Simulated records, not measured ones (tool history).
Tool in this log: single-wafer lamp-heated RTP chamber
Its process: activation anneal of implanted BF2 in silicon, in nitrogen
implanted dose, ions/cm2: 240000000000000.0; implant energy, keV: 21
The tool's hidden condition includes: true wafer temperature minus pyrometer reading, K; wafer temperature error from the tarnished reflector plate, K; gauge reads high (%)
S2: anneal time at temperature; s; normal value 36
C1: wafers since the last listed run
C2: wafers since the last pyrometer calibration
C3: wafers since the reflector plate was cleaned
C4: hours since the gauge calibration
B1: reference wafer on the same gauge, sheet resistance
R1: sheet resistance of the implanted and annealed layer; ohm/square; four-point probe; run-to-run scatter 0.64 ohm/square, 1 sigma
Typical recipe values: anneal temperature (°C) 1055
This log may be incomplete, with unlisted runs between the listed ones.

{"run": 1, "day": 0.0, "anneal temperature (°C)": 1055, "S2": 36, "C1": 0, "C2": 3497, "C3": 2592, "C4": 83.3, "B1": 383.8, "R1": 422.34}
{"run": 2, "day": 0.496, "anneal temperature (°C)": 1055, "S2": 36, "C1": 139, "C2": 3636, "C3": 2731, "C4": 95.2, "B1": 384.07, "R1": 422.42}
{"run": 3, "day": 1.154, "anneal temperature (°C)": 1055, "S2": 44, "C1": 184, "C2": 3821, "C3": 2915, "C4": 111, "B1": 384.09, "R1": 419.3}
{"run": 4, "day": 1.5, "anneal temperature (°C)": 1055, "S2": 44, "C1": 97, "C2": 3918, "C3": 3012, "C4": 119.3, "B1": 384.04, "R1": 417.04}
{"run": 5, "day": 2.175, "anneal temperature (°C)": 1055, "S2": 44, "C1": 189, "C2": 4107, "C3": 3202, "C4": 135.5, "B1": 384.06, "R1": 417.84}
{"day": 2.796, "done": "pyrometer window cleaned and pyrometer calibrated"}
{"run": 6, "day": 2.817, "anneal temperature (°C)": 1043, "S2": 36, "C1": 86, "C2": 5, "C3": 3288, "C4": 150.9, "B1": 384.05, "R1": 430.02}
{"run": 7, "day": 2.921, "anneal temperature (°C)": 1043, "S2": 36, "C1": 29, "C2": 34, "C3": 3317, "C4": 153.4, "B1": 384.16, "R1": 429.58}
{"run": 8, "day": 3.554, "anneal temperature (°C)": 1079, "S2": 36, "C1": 177, "C2": 212, "C3": 3495, "C4": 168.6, "B1": 384.04, "R1": 418.66}
{"day": 3.917, "done": "reflector plate cleaned"}
{"run": 9, "day": 3.938, "anneal temperature (°C)": 1079, "S2": 36, "C1": 14, "C2": 226, "C3": 5, "C4": 177.8, "B1": 384.13, "R1": 418}
{"run": 10, "day": 4.321, "anneal temperature (°C)": 1045, "S2": 36, "C1": 107, "C2": 334, "C3": 112, "C4": 187, "B1": 384.13, "R1": 429.81}
{"run": 11, "day": 4.888, "anneal temperature (°C)": 1068, "S2": 20, "C1": 158, "C2": 493, "C3": 271, "C4": 200.6, "B1": 383.97, "R1": 430.97}
{"run": 12, "day": 5.288, "anneal temperature (°C)": 1065, "S2": 36, "C1": 112, "C2": 605, "C3": 384, "C4": 210.2, "B1": 384.09, "R1": 422.24}
{"run": 13, "day": 5.625, "anneal temperature (°C)": 1055, "S2": 36, "C1": 94, "C2": 700, "C3": 478, "C4": 218.3, "B1": 383.69, "R1": 426.12}
{"day": 5.696, "done": "gauge calibrated"}
{"run": 14, "day": 5.892, "anneal temperature (°C)": 1077, "S2": 43, "C1": 74, "C2": 774, "C3": 553, "C4": 4.7, "B1": 384.11, "R1": 414.57}
{"run": 15, "day": 6.479, "anneal temperature (°C)": 1055, "S2": 44, "C1": 164, "C2": 939, "C3": 718, "C4": 18.8, "B1": 383.87, "R1": 421.52}
{"run": 16, "day": 7.008, "anneal temperature (°C)": 1065, "S2": 44, "C1": 148, "C2": 1088, "C3": 866, "C4": 31.5, "B1": 383.98, "R1": 417.22}
{"run": 17, "day": 7.379, "anneal temperature (°C)": 1074, "S2": 25, "C1": 104, "C2": 1192, "C3": 970, "C4": 40.4, "B1": 383.94, "R1": 426.06}
{"run": 18, "day": 7.825, "anneal temperature (°C)": 1039, "S2": 53, "C1": 125, "C2": 1317, "C3": 1095, "C4": 51.1, "B1": 384.04, "R1": 422.23}
{"run": 19, "day": 8.121, "anneal temperature (°C)": 1071, "S2": 24, "C1": 82, "C2": 1400, "C3": 1178, "C4": 58.2, "B1": 384.1, "R1": 426.83}
{"run": 20, "day": 8.517, "anneal temperature (°C)": 1085, "S2": 47, "C1": 111, "C2": 1511, "C3": 1289, "C4": 67.7, "B1": 384.05, "R1": 408.33}
{"run": 21, "day": 9.079, "anneal temperature (°C)": 1055, "S2": 17, "C1": 157, "C2": 1669, "C3": 1447, "C4": 81.2, "B1": 383.77, "R1": 435.08}

Consider 5 possible next runs. They are alternatives, not a sequence: every one starts from the tool as it was left by run 21. What does each give?
{"run": "A", "day": 9.096, "anneal temperature (°C)": 1055, "S2": 36, "C1": 4, "C2": 1673, "C3": 1452, "C4": 81.6, "B1": "?", "R1": "?"}
{"run": "B", "day": 9.096, "anneal temperature (°C)": 1071, "S2": 53, "C1": 4, "C2": 1673, "C3": 1452, "C4": 81.6, "B1": "?", "R1": "?"}
{"run": "C", "day": 9.096, "anneal temperature (°C)": 1081, "S2": 56, "C1": 4, "C2": 1673, "C3": 1452, "C4": 81.6, "B1": "?", "R1": "?"}
{"run": "D", "day": 9.096, "anneal temperature (°C)": 1067, "S2": 22, "C1": 4, "C2": 1673, "C3": 1452, "C4": 81.6, "B1": "?", "R1": "?"}
{"run": "E", "day": 9.096, "anneal temperature (°C)": 1084, "S2": 36, "C1": 4, "C2": 1673, "C3": 1452, "C4": 81.6, "B1": "?", "R1": "?"}

run=A B1=384.24 R1=424.19
run=B B1=384.24 R1=411.24
run=C B1=384.24 R1=406.23
run=D B1=384.24 R1=428.4
run=E B1=384.24 R1=414.02
Without the tool's unlogged condition, the same runs would have read:
run=A R1=426.05
run=B R1=413.54
run=C R1=408.6
run=D R1=430.06
run=E R1=416.18

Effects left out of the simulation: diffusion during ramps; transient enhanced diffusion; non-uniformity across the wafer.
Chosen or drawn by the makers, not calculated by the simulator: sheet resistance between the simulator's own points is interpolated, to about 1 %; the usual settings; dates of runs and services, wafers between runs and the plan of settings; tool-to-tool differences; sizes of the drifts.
